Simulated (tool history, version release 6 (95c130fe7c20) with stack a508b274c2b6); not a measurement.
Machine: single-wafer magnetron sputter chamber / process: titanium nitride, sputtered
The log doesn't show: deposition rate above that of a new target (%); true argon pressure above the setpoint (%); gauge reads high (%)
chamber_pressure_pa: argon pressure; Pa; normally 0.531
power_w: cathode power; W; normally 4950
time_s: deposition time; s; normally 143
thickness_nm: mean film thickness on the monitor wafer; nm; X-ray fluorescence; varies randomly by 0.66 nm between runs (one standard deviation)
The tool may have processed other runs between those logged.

| run | hour | chamber_pressure_pa | power_w | time_s | wafers since the last listed run | wafers on the sputter target | hours since the last manometer calibration | hours since the magnet pack was replaced | hours since the gauge calibration | read-back reference wafer on the same gauge, thickness_nm | thickness_nm |
|---|---|---|---|---|---|---|---|---|---|---|---|
| 1 | 0 | 0.531 | 4950 | 162 | 0 | 2831 | 2428.1 | 9847.9 | 110.3 | 132.873 | 132.651 |
| 2 | 11.4 | 0.531 | 4950 | 162 | 141 | 2973 | 2439.5 | 9859.3 | 121.7 | 132.788 | 133.184 |
| 3 | 24.9 | 0.531 | 4950 | 143 | 167 | 3140 | 2453 | 9872.8 | 135.2 | 133.03 | 116.815 |
| 4 | 41.9 | 0.531 | 4950 | 143 | 210 | 3350 | 2470 | 9889.8 | 152.2 | 133.037 | 117.352 |
| 5 | 59.2 | 0.531 | 4950 | 143 | 214 | 3565 | 2487.3 | 9907.1 | 169.5 | 132.988 | 117.28 |
|  | 75.5 | sputter target and shields replaced |
| 6 | 76 | 0.531 | 4950 | 143 | 108 | 5 | 2504.1 | 9923.9 | 186.3 | 133.051 | 124.291 |
| 7 | 84.9 | 0.531 | 4950 | 143 | 110 | 116 | 2513 | 9932.8 | 195.2 | 133.021 | 122.887 |
| 8 | 97.1 | 0.531 | 4950 | 143 | 151 | 267 | 2525.2 | 9945 | 207.4 | 133.121 | 122.163 |
| 9 | 114.9 | 0.531 | 4950 | 162 | 220 | 487 | 2543 | 9962.8 | 225.2 | 133.019 | 138.456 |
| 10 | 131.1 | 0.415 | 4950 | 135 | 200 | 688 | 2559.2 | 9979 | 241.4 | 132.887 | 118.921 |
|  | 133.4 | gauge calibrated |
|  | 142.2 | capacitance manometer re-zeroed and calibrated |
| 11 | 142.7 | 0.611 | 4950 | 143 | 44 | 732 | 0.5 | 9990.6 | 9.3 | 132.67 | 116.791 |
| 12 | 156.8 | 0.531 | 4950 | 143 | 174 | 907 | 14.6 | 10004.7 | 23.4 | 132.923 | 119.734 |
|  | 169.2 | magnet pack replaced |
| 13 | 169.7 | 0.531 | 4950 | 143 | 60 | 968 | 27.5 | 0.5 | 36.3 | 133.044 | 119.02 |
| 14 | 179 | 0.531 | 4950 | 128 | 115 | 1083 | 36.8 | 9.8 | 45.6 | 133.084 | 106.739 |
| 15 | 195.5 | 0.531 | 5400 | 151 | 204 | 1287 | 53.3 | 26.3 | 62.1 | 133.115 | 134.942 |
| 16 | 235 | 0.531 | 5500 | 143 | 489 | 1776 | 92.8 | 65.8 | 101.6 | 132.947 | 128.862 |

Hidden state or all else? Some run-to-run changes of thickness_nm, split into what the settings, what came in and random variation would give without the hidden state, and what is left for the hidden state (with any gauge scatter that isn't in both results):
Run 5 -> 6: sputter target and shields replaced. thickness_nm +7.011 nm: hidden state +7.217, all else -0.206.
Run 14 -> 15: power_w 4950 -> 5400, time_s 128 -> 151. thickness_nm +28.203 nm: hidden state -2.034, all else +30.237.

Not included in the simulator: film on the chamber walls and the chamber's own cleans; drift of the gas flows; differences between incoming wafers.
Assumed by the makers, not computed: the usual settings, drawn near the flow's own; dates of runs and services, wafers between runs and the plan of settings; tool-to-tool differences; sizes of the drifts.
